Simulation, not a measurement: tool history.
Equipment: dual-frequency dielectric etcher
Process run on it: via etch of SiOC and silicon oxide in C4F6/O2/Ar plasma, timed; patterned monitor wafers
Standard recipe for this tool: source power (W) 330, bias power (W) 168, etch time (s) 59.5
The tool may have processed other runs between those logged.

| run | hour | source power (W) | bias power (W) | etch time (s) | read-back reference wafer on the same gauge, depth_nm | mean etch depth across the wafer (nm) |
|---|---|---|---|---|---|---|
| 1 | 0.0 | 330 | 168 | 68.0 | 58.9 | 74.2 |
| 2 | 57.2 | 330 | 168 | 46.5 | 58.9 | 50.7 |
| 3 | 118.5 | 330 | 168 | 59.5 | 58.9 | 65.0 |
| 4 | 178.2 | 330 | 168 | 59.5 | 58.9 | 64.1 |
| 5 | 209.2 | 330 | 168 | 59.5 | 58.8 | 64.1 |
|  | 257.1 | bias power generator calibrated |
|  | 291.1 | wet clean of the chamber, repeated, since the last time left the tool worse |
| 6 | 291.6 | 390 | 168 | 59.5 | 58.9 | 74.8 |
| 7 | 334.0 | 390 | 168 | 59.5 | 58.9 | 74.8 |
| 8 | 375.9 | 390 | 168 | 59.5 | 58.9 | 74.9 |
| 9 | 408.3 | 330 | 184 | 59.5 | 58.9 | 69.3 |
|  | 443.9 | gauge calibrated |
|  | 468.8 | upper electrode replaced |
| 10 | 469.3 | 330 | 168 | 59.5 | 58.9 | 67.6 |
| 11 | 482.3 | 330 | 168 | 46.0 | 58.9 | 52.0 |
| 12 | 684.2 | 330 | 168 | 46.0 | 58.8 | 51.6 |
| 13 | 724.6 | 300 | 168 | 59.5 | 58.9 | 63.0 |
|  | 757.3 | wet clean of the chamber |
| 14 | 764.1 | 290 | 199 | 59.5 | 58.9 | 66.7 |
| 15 | 794.9 | 330 | 168 | 73.5 | 58.9 | 84.8 |
|  | 829.5 | source power generator calibrated |
| 16 | 860.2 | 390 | 168 | 59.5 | 58.9 | 74.9 |
| 17 | 937.7 | 330 | 184 | 59.5 | 58.9 | 69.8 |
| 18 | 1002.9 | 270 | 194 | 49.5 | 58.9 | 51.9 |
| 19 | 1058.2 | 330 | 188 | 43.5 | 58.9 | 51.0 |
| 20 | 1109.1 | 270 | 137 | 70.5 | 58.9 | 67.5 |
| 21 | 1162.7 | 370 | 202 | 70.5 | 58.8 | 89.1 |
|  | 1220.3 | wet clean of the chamber |
| 22 | 1230.2 | 280 | 189 | 66.5 | 58.9 | 71.3 |
| 23 | 1255.4 | 330 | 168 | 65.0 | 58.9 | 74.8 |
| 24 | 1320.0 | 330 | 129 | 66.5 | 58.9 | 71.9 |
| 25 | 1520.9 | 260 | 190 | 59.5 | 58.9 | 60.2 |
| 26 | 1578.9 | 330 | 168 | 59.5 | 58.9 | 67.2 |
|  | 1642.2 | wet clean of the chamber |
| 27 | 1642.7 | 360 | 198 | 52.0 | 58.9 | 65.9 |
| 28 | 1662.7 | 330 | 151 | 59.5 | 58.9 | 67.4 |
| 29 | 1691.3 | 390 | 127 | 75.5 | 58.9 | 89.6 |
| 30 | 1724.7 | 270 | 137 | 70.5 | 59.0 | 69.2 |

Alternative continuations, all from the tool just after run 30; predict every row:
| A | 1725.1 | 330 | 168 | 59.5 | ? | ? |
| B | 1725.1 | 300 | 155 | 45.0 | ? | ? |
| C | 1725.1 | 290 | 191 | 71.5 | ? | ? |

| run | read-back reference wafer on the same gauge, depth_nm | mean etch depth across the wafer (nm) |
|---|---|---|
| A | 58.9 | 68.6 |
| B | 58.9 | 48.1 |
| C | 58.9 | 78.8 |
With no hidden state in the tool, these same runs would have given:
| run | mean etch depth across the wafer (nm) |
|---|---|
| A | 68.8 |
| B | 48.3 |
| C | 79.0 |
